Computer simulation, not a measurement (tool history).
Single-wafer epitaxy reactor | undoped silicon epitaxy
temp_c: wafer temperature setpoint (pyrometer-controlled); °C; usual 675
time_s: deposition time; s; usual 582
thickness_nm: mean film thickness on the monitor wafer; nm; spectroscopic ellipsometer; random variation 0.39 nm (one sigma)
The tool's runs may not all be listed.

run    hour  temp_c  time_s  read-back reference wafer on the same gauge, thickness_nm  thickness_nm
  1       0     675     582                                                    196.129        175.82
  2    76.7     675     582                                                    195.979       176.426
  3   134.2     685     652                                                    196.047       235.848
  4     200     667     582                                                    196.036       152.554
  5   263.9     667     582                                                     196.13       152.546
  6   330.3     680     493                                                    195.848       163.526
  7   416.2     680     493                                                     196.12       163.464
  8   494.6     680     493                                                    195.899       163.372
      529.9  -- gauge calibrated
  9   533.1     675     582                                                    195.839       176.814
 10   597.7     675     582                                                    196.078         176.2
 11   678.7     675     582                                                    196.065       176.046
 12   720.5     665     557                                                    196.054       140.897
 13   787.7     665     557                                                    195.911       140.369
      819.9  -- pyrometer calibrated
 14  1030.1     675     582                                                    196.001       173.698
 15  1083.7     669     685                                                    196.033       183.912
 16  1188.6     667     582                                                    195.982       150.623
 17  1280.8     664     582                                                    195.946       142.759
 18  1380.1     675     654                                                    196.005       196.552
 19  1473.1     675     582                                                    195.984       175.106
 20  1512.6     675     582                                                    196.027       175.483
 21  1580.5     675     541                                                     195.87       162.279
     1625.4  -- gauge calibrated
 22  1658.9     687     501                                                    195.812       186.879
 23    1753     669     505                                                    196.065       136.259
 24  1970.7     675     526                                                    196.017       158.114
 25  2018.8     661     537                                                    195.974       124.843
 26  2101.9     675     494                                                     196.15       148.513
 27    2203     675     582                                                    195.957       175.167

3 ways to go on from here, each from the tool as it stands after run 27. What would each give?
  A  2203.6     675     582                                                          ?             ?
  B  2203.6     666     520                                                          ?             ?
  C  2203.6     667     677                                                          ?             ?

run  read-back reference wafer on the same gauge, thickness_nm  thickness_nm
  A                                                     195.88       175.654
  B                                                     195.88         133.1
  C                                                     195.88       176.512
Without the tool's hidden state the same runs would have given:
run  thickness_nm
  A       173.693
  B       131.589
  C       174.512
